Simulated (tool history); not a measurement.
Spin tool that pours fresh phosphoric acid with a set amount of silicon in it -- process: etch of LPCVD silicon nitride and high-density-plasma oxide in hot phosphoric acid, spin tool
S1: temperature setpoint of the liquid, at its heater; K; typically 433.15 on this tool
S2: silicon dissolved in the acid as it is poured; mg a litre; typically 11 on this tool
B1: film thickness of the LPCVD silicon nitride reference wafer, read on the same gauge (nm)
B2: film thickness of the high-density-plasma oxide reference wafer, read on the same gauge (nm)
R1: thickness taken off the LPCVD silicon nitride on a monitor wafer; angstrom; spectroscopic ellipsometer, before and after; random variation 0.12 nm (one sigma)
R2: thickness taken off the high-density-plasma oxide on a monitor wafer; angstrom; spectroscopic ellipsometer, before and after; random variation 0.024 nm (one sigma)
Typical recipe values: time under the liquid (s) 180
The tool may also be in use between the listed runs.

run 1 hour=0 | S1=434.15 S2=11 time_under_the_liquid_(s)=180 | B1=110 B2=50.036 | R1=165.4 R2=12.31
run 2 hour=98.1 | S1=433.15 S2=4 time_under_the_liquid_(s)=220 | B1=110.04 B2=49.983 | R1=198.2 R2=16.13
run 3 hour=184.9 | S1=433.15 S2=11 time_under_the_liquid_(s)=180 | B1=110 B2=49.977 | R1=162.6 R2=11.65
run 4 hour=246.1 | S1=433.15 S2=11 time_under_the_liquid_(s)=180 | B1=110.04 B2=50.019 | R1=161.3 R2=12.38
run 5 hour=315.8 | S1=433.15 S2=11 time_under_the_liquid_(s)=180 | B1=109.99 B2=49.999 | R1=161 R2=12.26
run 6 hour=397.1 | S1=433.15 S2=11 time_under_the_liquid_(s)=180 | B1=110 B2=49.966 | R1=160.5 R2=12.07
run 7 hour=436.4 | S1=433.15 S2=15 time_under_the_liquid_(s)=180 | B1=110.02 B2=49.983 | R1=162.7 R2=10.63
-- hour=452.3 heated supply line repaired
run 8 hour=485.4 | S1=433.15 S2=11 time_under_the_liquid_(s)=180 | B1=110 B2=49.982 | R1=161.5 R2=12.24
-- hour=525.6 gauge calibrated
run 9 hour=707.5 | S1=433.15 S2=11 time_under_the_liquid_(s)=180 | B1=109.99 B2=49.97 | R1=162.2 R2=12.06
-- hour=727.7 dissolved silicon flow meter replaced
run 10 hour=800.4 | S1=433.15 S2=2.5 time_under_the_liquid_(s)=180 | B1=109.98 B2=50.004 | R1=163.3 R2=14.46
run 11 hour=884.8 | S1=435.15 S2=11 time_under_the_liquid_(s)=240 | B1=110 B2=49.981 | R1=232.3 R2=18.71
run 12 hour=948.4 | S1=433.15 S2=11 time_under_the_liquid_(s)=150 | B1=110.02 B2=50.034 | R1=138.1 R2=10.05
run 13 hour=1043.9 | S1=433.15 S2=11 time_under_the_liquid_(s)=180 | B1=110.01 B2=50.023 | R1=165.5 R2=12.28
-- hour=1070.5 thermometer replaced
-- hour=1107.1 heated supply line repaired
run 14 hour=1115.6 | S1=431.15 S2=11 time_under_the_liquid_(s)=180 | B1=110.01 B2=50.017 | R1=147.1 R2=9.79
run 15 hour=1156.7 | S1=431.15 S2=11 time_under_the_liquid_(s)=110 | B1=110.01 B2=49.999 | R1=88.1 R2=5.99
run 16 hour=1229.1 | S1=433.15 S2=11 time_under_the_liquid_(s)=215 | B1=109.96 B2=50.014 | R1=189.1 R2=13.36
run 17 hour=1282.7 | S1=431.15 S2=18 time_under_the_liquid_(s)=180 | B1=109.99 B2=50.023 | R1=146.9 R2=7.93
run 18 hour=1383.3 | S1=433.15 S2=11 time_under_the_liquid_(s)=180 | B1=110.02 B2=50.025 | R1=159.4 R2=10.93
run 19 hour=1449.2 | S1=433.15 S2=11 time_under_the_liquid_(s)=180 | B1=110.03 B2=50.018 | R1=157.4 R2=11.02
run 20 hour=1504.1 | S1=433.15 S2=11 time_under_the_liquid_(s)=180 | B1=110.01 B2=49.996 | R1=157.4 R2=11.43
run 21 hour=1590.8 | S1=434.65 S2=14 time_under_the_liquid_(s)=130 | B1=109.98 B2=50.028 | R1=120.9 R2=8.18

Some steps in R1 between neighbouring runs. How much of each would the tool show without its hidden state too (settings, what came in, random variation), and how much is left for the hidden state, with any gauge scatter that isn't in both results?
Hidden conditions of the tool in this case: liquid hotter than its thermometer reads (K); dissolved silicon flow below the setpoint (%); temperature lost on the way to the wafer (K); gauge reads high (%).
Run 11 -> 12: S1 435.15 -> 433.15, time under the liquid (s) 240 -> 150. R1 -94.2 angstrom: hidden state -4.4, all else -89.8.
Run 13 -> 14: S1 433.15 -> 431.15, thermometer replaced, heated supply line repaired. R1 -18.4 angstrom: hidden state -8.1, all else -10.3.
Run 15 -> 16: S1 431.15 -> 433.15, time under the liquid (s) 110 -> 215. R1 +101 angstrom: hidden state +0.9, all else +100.1.

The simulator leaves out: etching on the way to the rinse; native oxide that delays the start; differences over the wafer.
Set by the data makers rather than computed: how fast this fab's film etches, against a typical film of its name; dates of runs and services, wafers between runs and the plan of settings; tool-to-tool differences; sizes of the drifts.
